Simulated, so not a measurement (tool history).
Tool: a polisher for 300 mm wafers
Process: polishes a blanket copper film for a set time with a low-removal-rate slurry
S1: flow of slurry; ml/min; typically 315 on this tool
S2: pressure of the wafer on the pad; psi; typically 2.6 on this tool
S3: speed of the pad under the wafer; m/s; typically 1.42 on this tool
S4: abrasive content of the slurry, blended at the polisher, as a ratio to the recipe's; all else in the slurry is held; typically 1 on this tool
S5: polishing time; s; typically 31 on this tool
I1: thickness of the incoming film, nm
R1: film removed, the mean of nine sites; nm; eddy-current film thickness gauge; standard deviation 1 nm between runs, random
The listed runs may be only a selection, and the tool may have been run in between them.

{"run": 1, "hour": 0.0, "S1": 315, "S2": 2.9, "S3": 1.42, "S4": 1, "S5": 31, "I1": 602.5, "R1": 136.1}
{"run": 2, "hour": 11.6, "S1": 315, "S2": 2.6, "S3": 1.42, "S4": 1, "S5": 31, "I1": 600.8, "R1": 123}
{"hour": 21.2, "done": "worn pad replaced by a new one"}
{"run": 3, "hour": 21.7, "S1": 315, "S2": 2.6, "S3": 1.42, "S4": 1, "S5": 31, "I1": 597, "R1": 123.5}
{"run": 4, "hour": 34.5, "S1": 315, "S2": 2.6, "S3": 1.42, "S4": 1, "S5": 31, "I1": 600.4, "R1": 121.8}
{"run": 5, "hour": 43.0, "S1": 315, "S2": 2.6, "S3": 1.42, "S4": 1, "S5": 31, "I1": 599.1, "R1": 123.3}
{"run": 6, "hour": 52.5, "S1": 315, "S2": 2.6, "S3": 1.42, "S4": 1, "S5": 31, "I1": 595.1, "R1": 123}
{"run": 7, "hour": 63.2, "S1": 315, "S2": 2.6, "S3": 1.42, "S4": 1, "S5": 31, "I1": 590, "R1": 122}

Run 8, settings as shown, results not yet in. Your forecast:
{"run": 8, "hour": 79.5, "S1": 315, "S2": 2.6, "S3": 1.42, "S4": 1.2, "S5": 31, "I1": 605.1, "R1": "?"}

Run 8 came out at R1 123.3 nm.
Minus the tool's unlogged condition, the same run would have read R1 128.3 nm.
